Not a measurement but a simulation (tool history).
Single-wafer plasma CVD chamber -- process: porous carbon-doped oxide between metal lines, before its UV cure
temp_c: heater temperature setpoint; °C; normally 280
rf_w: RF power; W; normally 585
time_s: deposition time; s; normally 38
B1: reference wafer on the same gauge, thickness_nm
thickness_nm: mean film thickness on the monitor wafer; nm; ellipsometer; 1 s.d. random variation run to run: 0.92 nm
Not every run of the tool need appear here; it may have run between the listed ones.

Run 1, day 0: usual settings but rf_w 545 W; B1 241.953. Result: thickness_nm 226.778 nm.
Run 2, day 4.404: usual settings; B1 241.968. Result: thickness_nm 231.806 nm.
Run 3, day 8.204: usual settings; B1 242.117. Result: thickness_nm 230.771 nm.
Run 4, day 11.517: usual settings; B1 241.974. Result: thickness_nm 231.419 nm.
Run 5, day 14.883: usual settings; B1 242.056. Result: thickness_nm 232.821 nm.
Run 6, day 19.038: usual settings but temp_c 273 °C, rf_w 505 W; B1 241.924. Result: thickness_nm 229.408 nm.
Run 7, day 20.9: usual settings but temp_c 273 °C, rf_w 505 W; B1 241.983. Result: thickness_nm 226.333 nm.
At day 22.546: thermocouple changed; heater temperature recalibrated.
Run 8, day 23.767: usual settings but temp_c 273 °C, rf_w 505 W; B1 242.105. Result: thickness_nm 232.598 nm.
Run 9, day 25.667: usual settings but rf_w 515 W; B1 242.021. Result: thickness_nm 223.554 nm.
Run 10, day 27.35: usual settings but rf_w 515 W; B1 242.129. Result: thickness_nm 224.894 nm.
Run 11, day 30.704: usual settings but rf_w 515 W; B1 241.883. Result: thickness_nm 222.805 nm.
Run 12, day 33.283: usual settings; B1 242.169. Result: thickness_nm 232.099 nm.
Run 13, day 35.329: usual settings but temp_c 290 °C, time_s 35.4 s; B1 241.98. Result: thickness_nm 207.503 nm.
Run 14, day 38.442: usual settings but time_s 31.1 s; B1 241.896. Result: thickness_nm 191.682 nm.
Run 15, day 42.383: usual settings but temp_c 287 °C; B1 241.842. Result: thickness_nm 223.362 nm.
Run 16, day 44.446: usual settings; B1 241.878. Result: thickness_nm 231.679 nm.
At day 47.379: gauge calibrated.
Run 17, day 47.554: usual settings; B1 241.909. Result: thickness_nm 232.991 nm.
Run 18, day 49.288: usual settings but temp_c 294 °C, time_s 42.9 s; B1 241.929. Result: thickness_nm 241.868 nm.
Run 19, day 52.108: usual settings but temp_c 275 °C, rf_w 495 W, time_s 40.6 s; B1 241.847. Result: thickness_nm 238.782 nm.
Run 20, day 53.767: usual settings but time_s 33.8 s; B1 241.837. Result: thickness_nm 207.542 nm.
Run 21, day 57.912: usual settings but temp_c 288 °C, rf_w 500 W, time_s 42.4 s; B1 241.995. Result: thickness_nm 232.901 nm.
Run 22, day 60.383: usual settings; B1 241.964. Result: thickness_nm 231.288 nm.
At day 60.812: showerhead replaced.
Run 23, day 62.483: usual settings; B1 241.958. Result: thickness_nm 231.697 nm.
At day 67.7: RF generator calibrated.
At day 69.246: thermocouple changed; heater temperature recalibrated.
Run 24, day 75.629: usual settings but time_s 31.8 s; B1 241.807. Result: thickness_nm 196.933 nm.
Run 25, day 78.433: usual settings but rf_w 675 W, time_s 35.4 s; B1 241.993. Result: thickness_nm 230.805 nm.
Run 26, day 81.038: usual settings but temp_c 276 °C, rf_w 635 W, time_s 31.9 s; B1 241.844. Result: thickness_nm 207.897 nm.

Estimate the outcome of run 27 from the log above:
Run 27, day 84.05: usual settings; B1 ?. Result: thickness_nm ?.

{"run 27": {"B1": 241.923, "thickness_nm": 233.446}}
With no hidden state in the tool, this same run would have given thickness_nm 236.406 nm.
